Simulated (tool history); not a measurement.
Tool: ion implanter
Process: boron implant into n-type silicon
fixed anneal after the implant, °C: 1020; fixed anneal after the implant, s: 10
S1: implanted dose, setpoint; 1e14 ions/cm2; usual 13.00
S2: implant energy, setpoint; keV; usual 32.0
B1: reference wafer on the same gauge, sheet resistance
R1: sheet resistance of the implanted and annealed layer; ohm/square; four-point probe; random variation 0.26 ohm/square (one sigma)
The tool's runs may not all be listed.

run    hour     S1    S2      B1      R1
  1     0.0  13.80  32.0  105.59   85.56
  2    49.3  14.26  29.5  105.40   83.57
  3   105.2  14.26  29.5  105.24   83.72
  4   134.0  13.00  32.0  105.22   89.05
  5   192.5  13.00  32.0  105.09   89.05
  6   253.2  10.80  39.5  104.85  102.74
  7   304.4  10.80  39.5  104.89  102.27
  8   369.3  10.80  39.5  104.74  102.27
  9   395.6  13.00  32.0  104.75   89.32
 10   421.5  13.00  32.0  104.76   88.80
 11   461.1  13.00  24.0  104.68   91.08
      501.5  -- Faraday cup replaced and dose calibrated
 12   506.1  13.00  29.5  104.55   89.20
 13   572.7  13.00  29.5  104.50   89.38
      636.5  -- extraction supply calibrated
 14   637.0  11.58  24.0  104.50   99.44
 15   665.9  11.58  24.0  104.44   99.22
 16   700.7  11.58  24.0  104.42   99.42
 17   736.6  13.00  32.0  104.45   88.40
 18   797.3  13.00  32.0  104.41   88.73
 19   838.9  16.35  28.5  104.37   75.33
 20   947.8  13.00  26.5  104.35   89.42
      977.5  -- gauge calibrated
 21   997.6   9.63  28.5  108.23  118.84
     1125.3  -- Faraday cup replaced and dose calibrated
 22  1129.3  16.73  32.0  107.36   74.73
 23  1159.2  15.10  21.0  107.22   85.04
 24  1197.2  16.58  40.0  107.05   73.72
 25  1251.8  16.27  28.0  106.84   77.12
 26  1317.4  10.57  41.5  106.48  105.80
 27  1362.4  12.12  32.0  106.23   95.57
 28  1413.9  10.88  28.0  106.13  104.39
 29  1448.8  10.80  25.0  106.03  106.20
 30  1475.0  13.00  32.0  106.02   89.81
 31  1538.3  13.00  35.5  105.82   89.10
 32  1579.1  16.64  25.0  105.74   76.47
 33  1606.3  15.95  32.0  105.71   76.69
 34  1643.7  13.00  32.0  105.62   89.82
 35  1674.5  15.55  41.0  105.58   76.27
 36  1709.7  13.00  32.0  105.49   89.48
 37  1773.2  13.00  32.0  105.37   89.52

4 ways to go on from here, each from the tool as it stands after run 37. What would each give?
  A  1773.6  13.00  32.0   ?   ?
  B  1773.6  16.29  32.0   ?   ?
  C  1773.6  10.98  32.0   ?   ?
  D  1773.6  10.88  25.0   ?   ?

run      B1      R1
  A  105.45   89.83
  B  105.45   75.35
  C  105.45  103.01
  D  105.45  105.42
Without the tool's hidden state the same runs would have given:
run      R1
  A   91.96
  B   77.13
  C  105.45
  D  107.91

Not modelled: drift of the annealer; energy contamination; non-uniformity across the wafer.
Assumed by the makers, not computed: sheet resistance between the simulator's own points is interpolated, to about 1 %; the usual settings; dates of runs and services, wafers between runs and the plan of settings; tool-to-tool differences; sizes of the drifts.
